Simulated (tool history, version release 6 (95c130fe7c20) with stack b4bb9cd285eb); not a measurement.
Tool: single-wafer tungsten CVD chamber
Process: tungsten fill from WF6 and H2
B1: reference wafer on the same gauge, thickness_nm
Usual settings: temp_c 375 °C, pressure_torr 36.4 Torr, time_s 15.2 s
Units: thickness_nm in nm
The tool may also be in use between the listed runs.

{"run": 1, "hour": 0.0, "temp_c": 375, "pressure_torr": 29.2, "time_s": 15.2, "B1": 24.084, "thickness_nm": 26.034}
{"run": 2, "hour": 48.1, "temp_c": 375, "pressure_torr": 29.2, "time_s": 15.2, "B1": 24.026, "thickness_nm": 26.144}
{"run": 3, "hour": 109.2, "temp_c": 375, "pressure_torr": 29.2, "time_s": 15.2, "B1": 24.075, "thickness_nm": 26.048}
{"run": 4, "hour": 210.2, "temp_c": 375, "pressure_torr": 41.6, "time_s": 15.2, "B1": 23.939, "thickness_nm": 29.717}
{"run": 5, "hour": 321.1, "temp_c": 375, "pressure_torr": 41.2, "time_s": 14.3, "B1": 23.861, "thickness_nm": 27.729}
{"run": 6, "hour": 387.6, "temp_c": 375, "pressure_torr": 41.2, "time_s": 14.3, "B1": 23.819, "thickness_nm": 27.988}
{"run": 7, "hour": 495.2, "temp_c": 375, "pressure_torr": 34.1, "time_s": 15.2, "B1": 23.788, "thickness_nm": 27.478}
{"run": 8, "hour": 547.6, "temp_c": 375, "pressure_torr": 36.4, "time_s": 15.2, "B1": 23.848, "thickness_nm": 28.375}
{"run": 9, "hour": 608.8, "temp_c": 375, "pressure_torr": 36.4, "time_s": 14.4, "B1": 23.816, "thickness_nm": 26.803}
{"run": 10, "hour": 714.9, "temp_c": 375, "pressure_torr": 36.4, "time_s": 15.2, "B1": 23.648, "thickness_nm": 27.903}
{"run": 11, "hour": 783.5, "temp_c": 375, "pressure_torr": 36.4, "time_s": 14.5, "B1": 23.623, "thickness_nm": 26.641}
{"hour": 845.9, "done": "showerhead replaced"}
{"run": 12, "hour": 847.4, "temp_c": 375, "pressure_torr": 36.4, "time_s": 14.5, "B1": 23.608, "thickness_nm": 26.614}
{"run": 13, "hour": 923.9, "temp_c": 375, "pressure_torr": 36.4, "time_s": 14.5, "B1": 23.628, "thickness_nm": 26.609}
{"run": 14, "hour": 1006.9, "temp_c": 375, "pressure_torr": 36.4, "time_s": 15.2, "B1": 23.555, "thickness_nm": 27.933}
{"run": 15, "hour": 1051.4, "temp_c": 375, "pressure_torr": 36.4, "time_s": 15.2, "B1": 23.579, "thickness_nm": 27.783}
{"run": 16, "hour": 1108.2, "temp_c": 375, "pressure_torr": 30.2, "time_s": 12.3, "B1": 23.509, "thickness_nm": 20.934}
{"run": 17, "hour": 1173.6, "temp_c": 380, "pressure_torr": 39.4, "time_s": 12.5, "B1": 23.432, "thickness_nm": 25.839}
{"run": 18, "hour": 1219.7, "temp_c": 375, "pressure_torr": 36.4, "time_s": 15.2, "B1": 23.436, "thickness_nm": 27.625}
{"hour": 1307.2, "done": "thermocouple changed; heater temperature recalibrated"}
{"run": 19, "hour": 1315.0, "temp_c": 375, "pressure_torr": 32.7, "time_s": 17.8, "B1": 23.406, "thickness_nm": 31.086}
{"run": 20, "hour": 1356.0, "temp_c": 375, "pressure_torr": 36.4, "time_s": 16.5, "B1": 23.427, "thickness_nm": 30.161}
{"run": 21, "hour": 1392.2, "temp_c": 375, "pressure_torr": 41.9, "time_s": 15.2, "B1": 23.416, "thickness_nm": 29.183}
{"hour": 1542.1, "done": "capacitance manometer re-zeroed and calibrated"}
{"hour": 1675.8, "done": "gauge calibrated"}
{"run": 22, "hour": 1696.9, "temp_c": 367, "pressure_torr": 43.7, "time_s": 17.7, "B1": 24.305, "thickness_nm": 30.861}
{"run": 23, "hour": 1780.0, "temp_c": 370, "pressure_torr": 36.4, "time_s": 13.1, "B1": 24.265, "thickness_nm": 22.551}
{"run": 24, "hour": 1875.2, "temp_c": 379, "pressure_torr": 30.6, "time_s": 12.5, "B1": 24.172, "thickness_nm": 23.464}
{"run": 25, "hour": 1926.9, "temp_c": 385, "pressure_torr": 45.3, "time_s": 12.4, "B1": 24.149, "thickness_nm": 30.488}
{"run": 26, "hour": 1979.8, "temp_c": 381, "pressure_torr": 43.5, "time_s": 17.6, "B1": 24.135, "thickness_nm": 39.283}
{"run": 27, "hour": 2018.9, "temp_c": 385, "pressure_torr": 36.4, "time_s": 15.2, "B1": 24.171, "thickness_nm": 33.95}
{"run": 28, "hour": 2107.7, "temp_c": 375, "pressure_torr": 36.4, "time_s": 16.1, "B1": 24.149, "thickness_nm": 30.259}
{"run": 29, "hour": 2146.4, "temp_c": 385, "pressure_torr": 40.8, "time_s": 14.0, "B1": 24.118, "thickness_nm": 32.465}
{"run": 30, "hour": 2187.2, "temp_c": 375, "pressure_torr": 41.6, "time_s": 14.0, "B1": 24.149, "thickness_nm": 27.554}
{"run": 31, "hour": 2240.4, "temp_c": 370, "pressure_torr": 36.4, "time_s": 13.1, "B1": 24.067, "thickness_nm": 22.362}
{"run": 32, "hour": 2318.8, "temp_c": 389, "pressure_torr": 29.4, "time_s": 15.2, "B1": 24.023, "thickness_nm": 33.384}
{"run": 33, "hour": 2410.5, "temp_c": 375, "pressure_torr": 36.4, "time_s": 14.5, "B1": 23.976, "thickness_nm": 27.012}

Some steps in thickness_nm between neighbouring runs. How much of each would the tool show without its hidden state too (settings, what came in, random variation), and how much is left for the hidden state, with any gauge scatter that isn't in both results?
The hidden state here: wafer temperature above the value expected at the setpoint (K); true pressure above the setpoint (%); gauge reads high (%).
Run 15 -> 16: pressure_torr 36.4 -> 30.2, time_s 15.2 -> 12.3. thickness_nm -6.849 nm: hidden state +0.224, all else -7.073.
Run 21 -> 22: temp_c 375 -> 367, pressure_torr 41.9 -> 43.7, time_s 15.2 -> 17.7, capacitance manometer re-zeroed and calibrated, gauge calibrated. thickness_nm +1.678 nm: hidden state +1.146, all else +0.532.
Run 22 -> 23: temp_c 367 -> 370, pressure_torr 43.7 -> 36.4, time_s 17.7 -> 13.1. thickness_nm -8.310 nm: hidden state -0.003, all else -8.307.
Run 25 -> 26: temp_c 385 -> 381, pressure_torr 45.3 -> 43.5, time_s 12.4 -> 17.6. thickness_nm +8.795 nm: hidden state -0.121, all else +8.916.
Run 31 -> 32: temp_c 370 -> 389, pressure_torr 36.4 -> 29.4, time_s 13.1 -> 15.2. thickness_nm +11.022 nm: hidden state -0.223, all else +11.245.

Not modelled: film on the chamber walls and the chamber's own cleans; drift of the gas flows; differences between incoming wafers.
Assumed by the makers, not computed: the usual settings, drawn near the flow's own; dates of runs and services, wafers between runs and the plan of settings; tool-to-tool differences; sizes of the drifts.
